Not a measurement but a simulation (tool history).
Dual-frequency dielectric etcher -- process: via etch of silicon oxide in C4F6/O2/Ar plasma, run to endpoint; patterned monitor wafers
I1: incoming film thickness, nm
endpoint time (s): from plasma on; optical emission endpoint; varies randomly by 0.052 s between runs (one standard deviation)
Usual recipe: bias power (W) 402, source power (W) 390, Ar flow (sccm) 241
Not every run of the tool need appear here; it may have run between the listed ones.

Run 1, hour 0.0: usual settings; I1 65.1. Result: endpoint time (s) 15.3.
Run 2, hour 67.2: usual settings; I1 65.6. Result: endpoint time (s) 15.4.
Run 3, hour 112.1: usual settings but Ar flow (sccm) 267; I1 65.9. Result: endpoint time (s) 15.5.
At hour 260.0: bias power generator calibrated.
Run 4, hour 285.4: usual settings but Ar flow (sccm) 267; I1 65.8. Result: endpoint time (s) 14.7.
At hour 328.5: wet clean of the chamber.
Run 5, hour 341.2: usual settings but Ar flow (sccm) 267; I1 65.2. Result: endpoint time (s) 15.2.
Run 6, hour 379.7: usual settings but bias power (W) 339, source power (W) 340; I1 64.9. Result: endpoint time (s) 17.2.
Run 7, hour 436.6: usual settings; I1 64.6. Result: endpoint time (s) 14.9.
Run 8, hour 483.2: usual settings; I1 66.2. Result: endpoint time (s) 15.3.
Run 9, hour 523.6: usual settings; I1 65.2. Result: endpoint time (s) 15.0.
Run 10, hour 572.7: usual settings; I1 64.4. Result: endpoint time (s) 14.6.
At hour 612.4: Ar flow controller replaced.
Run 11, hour 612.9: usual settings but bias power (W) 429, source power (W) 470, Ar flow (sccm) 221; I1 65.4. Result: endpoint time (s) 13.6.
Run 12, hour 661.0: usual settings but source power (W) 340, Ar flow (sccm) 206; I1 65.0. Result: endpoint time (s) 15.1.
Run 13, hour 687.1: usual settings; I1 65.3. Result: endpoint time (s) 14.8.
At hour 770.7: upper electrode replaced.
Run 14, hour 771.2: usual settings; I1 65.1. Result: endpoint time (s) 14.7.
Run 15, hour 805.0: usual settings but bias power (W) 339; I1 65.1. Result: endpoint time (s) 16.2.
Run 16, hour 854.2: usual settings; I1 65.5. Result: endpoint time (s) 14.7.
At hour 883.5: wet clean of the chamber.
Run 17, hour 892.7: usual settings but bias power (W) 355, Ar flow (sccm) 192; I1 65.4. Result: endpoint time (s) 16.2.
Run 18, hour 950.9: usual settings but bias power (W) 311, Ar flow (sccm) 265; I1 65.1. Result: endpoint time (s) 17.7.
Run 19, hour 1019.1: usual settings but bias power (W) 334, source power (W) 480; I1 64.6. Result: endpoint time (s) 15.7.
At hour 1030.6: source power generator calibrated.
Run 20, hour 1183.5: usual settings but bias power (W) 377, Ar flow (sccm) 197; I1 65.7. Result: endpoint time (s) 15.4.
Run 21, hour 1228.2: usual settings but Ar flow (sccm) 219; I1 65.5. Result: endpoint time (s) 14.8.
Run 22, hour 1268.7: usual settings; I1 65.2. Result: endpoint time (s) 14.9.
Run 23, hour 1333.3: usual settings but bias power (W) 437, source power (W) 450; I1 65.6. Result: endpoint time (s) 13.6.
Run 24, hour 1399.7: usual settings; I1 65.6. Result: endpoint time (s) 14.8.
Run 25, hour 1425.0: usual settings but bias power (W) 483, source power (W) 330, Ar flow (sccm) 192; I1 64.9. Result: endpoint time (s) 13.6.
At hour 1493.4: wet clean of the chamber.
Run 26, hour 1493.9: usual settings; I1 64.8. Result: endpoint time (s) 15.3.
Run 27, hour 1526.1: usual settings but bias power (W) 333, source power (W) 440, Ar flow (sccm) 277; I1 65.5. Result: endpoint time (s) 16.9.
Run 28, hour 1560.3: usual settings but bias power (W) 430, source power (W) 360; I1 65.8. Result: endpoint time (s) 15.1.

Each row is a separate what-if for the run after 28, all from the same tool condition, not one after another. Results?
Run A, hour 1560.7: usual settings; I1 65.6. Result: endpoint time (s) ?.
Run B, hour 1560.7: usual settings but bias power (W) 305, source power (W) 290; I1 65.6. Result: endpoint time (s) ?.
Run C, hour 1560.7: usual settings but bias power (W) 332, source power (W) 460, Ar flow (sccm) 183; I1 65.6. Result: endpoint time (s) ?.
Run D, hour 1560.7: usual settings but bias power (W) 470, Ar flow (sccm) 266; I1 65.6. Result: endpoint time (s) ?.
Run E, hour 1560.7: usual settings but bias power (W) 355, source power (W) 450, Ar flow (sccm) 297; I1 65.6. Result: endpoint time (s) ?.

run  endpoint time (s)
  A               15.4
  B               19.8
  C               16.2
  D               14.2
  E               16.1
Take away the tool's hidden state, keep each run's random variation, and the runs would have read:
run  endpoint time (s)
  A               15.3
  B               19.7
  C               16.2
  D               14.1
  E               16.0
